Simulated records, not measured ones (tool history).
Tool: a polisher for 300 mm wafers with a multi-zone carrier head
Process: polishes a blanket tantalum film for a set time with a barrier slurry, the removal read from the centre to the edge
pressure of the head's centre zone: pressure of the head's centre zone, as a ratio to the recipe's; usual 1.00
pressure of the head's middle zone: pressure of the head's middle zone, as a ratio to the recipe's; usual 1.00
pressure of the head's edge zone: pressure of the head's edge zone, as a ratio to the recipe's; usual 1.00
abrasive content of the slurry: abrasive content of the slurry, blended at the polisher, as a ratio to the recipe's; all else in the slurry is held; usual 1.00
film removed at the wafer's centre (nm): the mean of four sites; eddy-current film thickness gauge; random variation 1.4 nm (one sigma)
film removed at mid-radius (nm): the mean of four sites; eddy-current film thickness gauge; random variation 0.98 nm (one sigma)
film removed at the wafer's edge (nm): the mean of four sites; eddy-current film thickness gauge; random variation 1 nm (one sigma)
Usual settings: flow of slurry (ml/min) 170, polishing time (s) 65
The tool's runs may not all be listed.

run    hour  flow of slurry (ml/min)  pressure of the head's centre zone  pressure of the head's middle zone  pressure of the head's edge zone  abrasive content of the slurry  polishing time (s)  wafers since the last listed run  wafers polished on this pad  hours since the slurry nozzle was cleaned  hours since the centre zone pressure was calibrated  hours since the edge zone pressure was calibrated  hours since the carrier head's membrane was replaced  incoming thickness of the incoming film, nm  film removed at the wafer's centre (nm)  film removed at mid-radius (nm)  film removed at the wafer's edge (nm)
  1     0.0                      170                                1.00                                1.00                              1.00                            1.00                  65                                 0                         2193                                      501.8                                                101.9                                              256.8                                                 882.9                                        450.8                                     98.6                             93.8                                   96.2
       77.1  -- slurry nozzle cleaned
  2    94.0                      200                                1.04                                1.00                              1.00                            0.80                  83                              1069                         3263                                       16.9                                                195.9                                              350.8                                                 976.9                                        445.0                                    125.7                            115.6                                  118.3
  3   145.5                      170                                1.00                                1.00                              1.00                            0.75                  65                               592                         3855                                       68.4                                                247.4                                              402.3                                                1028.4                                        448.1                                     88.1                             86.2                                   88.4
  4   214.7                      170                                1.00                                1.00                              1.00                            1.00                  65                               795                         4650                                      137.6                                                316.6                                              471.5                                                1097.6                                        452.0                                     98.3                             93.6                                   97.5
  5   258.8                      170                                1.06                                1.00                              1.11                            1.25                  65                               507                         5158                                      181.7                                                360.7                                              515.6                                                1141.7                                        446.8                                    106.0                            101.0                                  110.3
      276.7  -- carrier head's membrane replaced by a new one
      309.3  -- worn pad replaced by a new one
  6   311.0                      170                                1.00                                1.00                              1.00                            0.80                  65                               496                           19                                      233.9                                                412.9                                              567.8                                                  34.3                                        445.4                                     91.1                             88.9                                   90.1
      321.0  -- centre zone pressure recalibrated
  7   365.0                      170                                1.00                                1.00                              1.00                            1.00                  83                               597                          617                                      287.9                                                 44.0                                              621.8                                                  88.3                                        450.7                                    126.5                            120.2                                  122.0
  8   412.5                      170                                1.00                                1.00                              1.00                            1.00                  65                               546                         1163                                      335.4                                                 91.5                                              669.3                                                 135.8                                        444.6                                    101.2                             96.2                                   95.7
      515.5  -- edge zone pressure recalibrated
  9   528.4                      170                                1.00                                1.00                              1.00                            1.10                  76                              1309                         2473                                      451.3                                                207.4                                               12.9                                                 251.7                                        445.4                                    117.4                            112.0                                  118.7
 10   578.1                      170                                1.00                                1.05                              1.00                            1.00                  46                               571                         3044                                      501.0                                                257.1                                               62.6                                                 301.4                                        447.3                                     71.1                             67.9                                   66.5
 11   634.3                      170                                1.00                                1.00                              1.00                            1.00                  54                               646                         3691                                      557.2                                                313.3                                              118.8                                                 357.6                                        448.4                                     81.6                             79.3                                   79.8
 12   678.7                      210                                1.00                                1.00                              1.00                            1.00                  65                               510                         4201                                      601.6                                                357.7                                              163.2                                                 402.0                                        454.6                                    103.5                             99.0                                   97.7
 13   717.6                      170                                1.00                                1.00                              1.00                            1.00                  65                               447                         4648                                      640.5                                                396.6                                              202.1                                                 440.9                                        444.7                                    100.4                             94.2                                   96.8
      737.2  -- worn pad replaced by a new one
 14   749.9                      170                                1.00                                1.00                              1.00                            1.00                  72                               325                          146                                      672.8                                                428.9                                              234.4                                                 473.2                                        454.0                                    109.7                            102.6                                  109.4
      782.1  -- slurry nozzle cleaned
 15   804.2                      170                                1.00                                1.00                              1.00                            1.00                  65                               612                          759                                       22.1                                                483.2                                              288.7                                                 527.5                                        450.1                                     97.4                             93.4                                   96.7
      830.5  -- centre zone pressure recalibrated
 16   856.9                      125                                1.00                                1.00                              1.11                            1.00                  71                               582                         1342                                       74.8                                                 26.4                                              341.4                                                 580.2                                        450.2                                    102.7                             94.4                                  105.7
 17   918.8                      170                                1.00                                1.00                              1.00                            1.25                  65                               711                         2054                                      136.7                                                 88.3                                              403.3                                                 642.1                                        443.5                                    102.0                            100.8                                  100.7
 18   972.3                      170                                1.00                                1.00                              0.91                            1.00                  65                               615                         2669                                      190.2                                                141.8                                              456.8                                                 695.6                                        456.5                                     99.8                             94.3                                   90.5
 19   998.1                      170                                1.11                                1.00                              1.00                            1.25                  65                               296                         2965                                      216.0                                                167.6                                              482.6                                                 721.4                                        454.4                                    114.5                            100.8                                  103.2
 20  1053.2                      200                                1.00                                1.08                              0.94                            1.00                  87                               633                         3599                                      271.1                                                222.7                                              537.7                                                 776.5                                        441.7                                    132.0                            136.8                                  129.1
 21  1103.4                      125                                1.00                                1.00                              1.08                            1.25                  65                               577                         4176                                      321.3                                                272.9                                              587.9                                                 826.7                                        446.3                                     96.8                             92.1                                  102.9
 22  1130.2                      135                                1.05                                1.10                              1.00                            1.00                  65                               308                         4484                                      348.1                                                299.7                                              614.7                                                 853.5                                        448.7                                     97.0                             97.7                                   93.3

How the hidden state differs across the entries between the runs, from the last listed run before each to the first after it:
Between runs 1 and 2: slurry nozzle cleaned (hour 77.1)
  no hidden state differs between the two runs
Between runs 5 and 6: carrier head's membrane replaced by a new one (hour 276.7); worn pad replaced by a new one (hour 309.3)
  no hidden state differs between the two runs
Between runs 6 and 7: centre zone pressure recalibrated (hour 321.0)
  no hidden state differs between the two runs
Between runs 8 and 9: edge zone pressure recalibrated (hour 515.5)
  no hidden state differs between the two runs
Between runs 13 and 14: worn pad replaced by a new one (hour 737.2)
  no hidden state differs between the two runs
Between runs 14 and 15: slurry nozzle cleaned (hour 782.1)
  no hidden state differs between the two runs
Between runs 15 and 16: centre zone pressure recalibrated (hour 830.5)
  no hidden state differs between the two runs
